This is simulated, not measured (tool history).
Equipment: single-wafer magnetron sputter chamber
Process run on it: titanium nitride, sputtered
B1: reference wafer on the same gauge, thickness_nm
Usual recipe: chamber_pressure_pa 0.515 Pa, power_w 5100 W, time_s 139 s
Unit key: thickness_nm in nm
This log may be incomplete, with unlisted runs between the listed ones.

Run 1, day 0.000: usual settings but time_s 145 s; B1 116.011. Result: thickness_nm 121.198 nm.
Run 2, day 1.904: usual settings but time_s 145 s; B1 116.013. Result: thickness_nm 120.296 nm.
Run 3, day 5.158: usual settings but time_s 125 s; B1 115.862. Result: thickness_nm 102.578 nm.
Run 4, day 12.333: usual settings but time_s 125 s; B1 115.926. Result: thickness_nm 100.011 nm.
Run 5, day 14.912: usual settings but chamber_pressure_pa 0.388 Pa; B1 115.964. Result: thickness_nm 115.699 nm.
Run 6, day 17.954: usual settings but chamber_pressure_pa 0.388 Pa; B1 115.978. Result: thickness_nm 116.216 nm.
At day 20.333: gauge calibrated.
Run 7, day 22.175: usual settings but chamber_pressure_pa 0.388 Pa; B1 115.830. Result: thickness_nm 116.327 nm.
At day 22.817: capacitance manometer re-zeroed and calibrated.
At day 24.121: sputter target and shields replaced.
Run 8, day 24.142: usual settings; B1 115.895. Result: thickness_nm 117.918 nm.
Run 9, day 25.712: usual settings but power_w 5450 W; B1 116.170. Result: thickness_nm 125.335 nm.
Run 10, day 28.275: usual settings but chamber_pressure_pa 0.339 Pa, power_w 4250 W, time_s 149 s; B1 116.317. Result: thickness_nm 108.190 nm.
Run 11, day 32.558: usual settings but chamber_pressure_pa 0.706 Pa, power_w 3900 W, time_s 126 s; B1 115.814. Result: thickness_nm 72.559 nm.
Run 12, day 34.800: usual settings; B1 116.242. Result: thickness_nm 112.071 nm.
At day 39.033: magnet pack replaced.
Run 13, day 39.121: usual settings but power_w 4250 W, time_s 159 s; B1 116.037. Result: thickness_nm 105.749 nm.
Run 14, day 42.512: usual settings but chamber_pressure_pa 0.666 Pa; B1 115.981. Result: thickness_nm 104.760 nm.
Run 15, day 46.288: usual settings; B1 116.060. Result: thickness_nm 109.365 nm.
At day 47.738: sputter target and shields replaced.
Run 16, day 50.675: usual settings but chamber_pressure_pa 0.353 Pa, time_s 163 s; B1 116.286. Result: thickness_nm 143.134 nm.
Run 17, day 53.025: usual settings but chamber_pressure_pa 0.338 Pa, power_w 5500 W, time_s 164 s; B1 115.924. Result: thickness_nm 155.454 nm.

Each row is a separate what-if for the run after 17, all from the same tool condition, not one after another. Results?
Run A, day 53.042: usual settings; B1 ?. Result: thickness_nm ?.
Run B, day 53.042: usual settings but chamber_pressure_pa 0.568 Pa, power_w 3800 W, time_s 115 s; B1 ?. Result: thickness_nm ?.
Run C, day 53.042: usual settings but chamber_pressure_pa 0.664 Pa, time_s 118 s; B1 ?. Result: thickness_nm ?.
Run D, day 53.042: usual settings but chamber_pressure_pa 0.608 Pa, power_w 6100 W, time_s 152 s; B1 ?. Result: thickness_nm ?.

run       B1  thickness_nm
  A  115.803       115.031
  B  115.803        69.642
  C  115.803        92.850
  D  115.803       145.775
With the hidden condition removed and each run's random variation left untouched, the same runs would have given:
run  thickness_nm
  A       119.107
  B        72.110
  C        96.140
  D       150.941

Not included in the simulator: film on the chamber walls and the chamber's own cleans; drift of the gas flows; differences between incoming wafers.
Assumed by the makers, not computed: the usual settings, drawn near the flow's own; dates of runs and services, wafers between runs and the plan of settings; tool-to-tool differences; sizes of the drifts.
